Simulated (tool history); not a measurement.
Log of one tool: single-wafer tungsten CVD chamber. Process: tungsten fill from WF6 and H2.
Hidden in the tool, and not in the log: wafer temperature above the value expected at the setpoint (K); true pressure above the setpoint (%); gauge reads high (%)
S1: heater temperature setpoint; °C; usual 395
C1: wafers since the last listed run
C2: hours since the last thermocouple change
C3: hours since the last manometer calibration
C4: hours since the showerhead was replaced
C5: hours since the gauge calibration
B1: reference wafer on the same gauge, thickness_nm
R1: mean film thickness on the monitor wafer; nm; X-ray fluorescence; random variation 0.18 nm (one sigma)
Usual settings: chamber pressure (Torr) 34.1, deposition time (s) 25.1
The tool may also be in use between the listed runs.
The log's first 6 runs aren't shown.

{"run": 7, "hour": 135.5, "S1": 388, "chamber pressure (Torr)": 40.6, "deposition time (s)": 25.1, "C1": 431, "C2": 1031.8, "C3": 2105.5, "C4": 4256.6, "C5": 523.6, "B1": 64.544, "R1": 63.586}
{"run": 8, "hour": 166.2, "S1": 395, "chamber pressure (Torr)": 34.1, "deposition time (s)": 27.5, "C1": 531, "C2": 1062.5, "C3": 2136.2, "C4": 4287.3, "C5": 554.3, "B1": 64.617, "R1": 73.48}
{"run": 9, "hour": 195.0, "S1": 395, "chamber pressure (Torr)": 34.1, "deposition time (s)": 27.5, "C1": 498, "C2": 1091.3, "C3": 2165, "C4": 4316.1, "C5": 583.1, "B1": 64.525, "R1": 73.222}
{"run": 10, "hour": 218.5, "S1": 395, "chamber pressure (Torr)": 34.1, "deposition time (s)": 27.5, "C1": 406, "C2": 1114.8, "C3": 2188.5, "C4": 4339.6, "C5": 606.6, "B1": 64.617, "R1": 73.126}
{"run": 11, "hour": 234.1, "S1": 395, "chamber pressure (Torr)": 39, "deposition time (s)": 22.9, "C1": 270, "C2": 1130.4, "C3": 2204.1, "C4": 4355.2, "C5": 622.2, "B1": 64.557, "R1": 64.26}
{"run": 12, "hour": 261.9, "S1": 395, "chamber pressure (Torr)": 34.1, "deposition time (s)": 25.1, "C1": 481, "C2": 1158.2, "C3": 2231.9, "C4": 4383, "C5": 650, "B1": 64.523, "R1": 67.151}
{"hour": 262.3, "done": "gauge calibrated"}
{"run": 13, "hour": 284.6, "S1": 395, "chamber pressure (Torr)": 34.1, "deposition time (s)": 25.1, "C1": 393, "C2": 1180.9, "C3": 2254.6, "C4": 4405.7, "C5": 22.3, "B1": 64.556, "R1": 67.089}
{"hour": 302.3, "done": "capacitance manometer re-zeroed and calibrated"}
{"run": 14, "hour": 310.3, "S1": 395, "chamber pressure (Torr)": 34.1, "deposition time (s)": 25.1, "C1": 306, "C2": 1206.6, "C3": 8, "C4": 4431.4, "C5": 48, "B1": 64.586, "R1": 66.748}
{"run": 15, "hour": 342.1, "S1": 395, "chamber pressure (Torr)": 34.1, "deposition time (s)": 25.1, "C1": 550, "C2": 1238.4, "C3": 39.8, "C4": 4463.2, "C5": 79.8, "B1": 64.592, "R1": 66.534}
{"hour": 364.7, "done": "showerhead replaced"}
{"run": 16, "hour": 374.7, "S1": 387, "chamber pressure (Torr)": 36.3, "deposition time (s)": 25.1, "C1": 425, "C2": 1271, "C3": 72.4, "C4": 10, "C5": 112.4, "B1": 64.654, "R1": 59.821}
{"run": 17, "hour": 410.4, "S1": 399, "chamber pressure (Torr)": 40.5, "deposition time (s)": 21.5, "C1": 618, "C2": 1306.7, "C3": 108.1, "C4": 45.7, "C5": 148.1, "B1": 64.58, "R1": 65.277}
{"run": 18, "hour": 435.5, "S1": 395, "chamber pressure (Torr)": 34.1, "deposition time (s)": 27.5, "C1": 434, "C2": 1331.8, "C3": 133.2, "C4": 70.8, "C5": 173.2, "B1": 64.596, "R1": 73.221}
{"run": 19, "hour": 460.2, "S1": 395, "chamber pressure (Torr)": 39, "deposition time (s)": 20.1, "C1": 427, "C2": 1356.5, "C3": 157.9, "C4": 95.5, "C5": 197.9, "B1": 64.587, "R1": 56.283}
{"hour": 496.2, "done": "thermocouple changed; heater temperature recalibrated"}
{"run": 20, "hour": 496.7, "S1": 399, "chamber pressure (Torr)": 28.3, "deposition time (s)": 21.2, "C1": 493, "C2": 0.5, "C3": 194.4, "C4": 132, "C5": 234.4, "B1": 64.585, "R1": 56.278}
{"run": 21, "hour": 523.7, "S1": 395, "chamber pressure (Torr)": 28, "deposition time (s)": 21, "C1": 467, "C2": 27.5, "C3": 221.4, "C4": 159, "C5": 261.4, "B1": 64.642, "R1": 51.889}
{"run": 22, "hour": 555.4, "S1": 395, "chamber pressure (Torr)": 37.4, "deposition time (s)": 25.1, "C1": 548, "C2": 59.2, "C3": 253.1, "C4": 190.7, "C5": 293.1, "B1": 64.694, "R1": 68.805}
{"run": 23, "hour": 568.6, "S1": 406, "chamber pressure (Torr)": 34.1, "deposition time (s)": 27.9, "C1": 228, "C2": 72.4, "C3": 266.3, "C4": 203.9, "C5": 306.3, "B1": 64.543, "R1": 88.464}
{"run": 24, "hour": 591.0, "S1": 402, "chamber pressure (Torr)": 42.6, "deposition time (s)": 23.2, "C1": 387, "C2": 94.8, "C3": 288.7, "C4": 226.3, "C5": 328.7, "B1": 64.539, "R1": 75.135}

The next listed run, before its measurement:
{"run": 25, "hour": 622.2, "S1": 409, "chamber pressure (Torr)": 30.7, "deposition time (s)": 22.3, "C1": 540, "C2": 126, "C3": 319.9, "C4": 257.5, "C5": 359.9, "B1": "?", "R1": "?"}

{"run 25": {"B1": 64.594, "R1": 71.478}}
Without the tool's hidden state the same run would have given R1 71.478 nm.
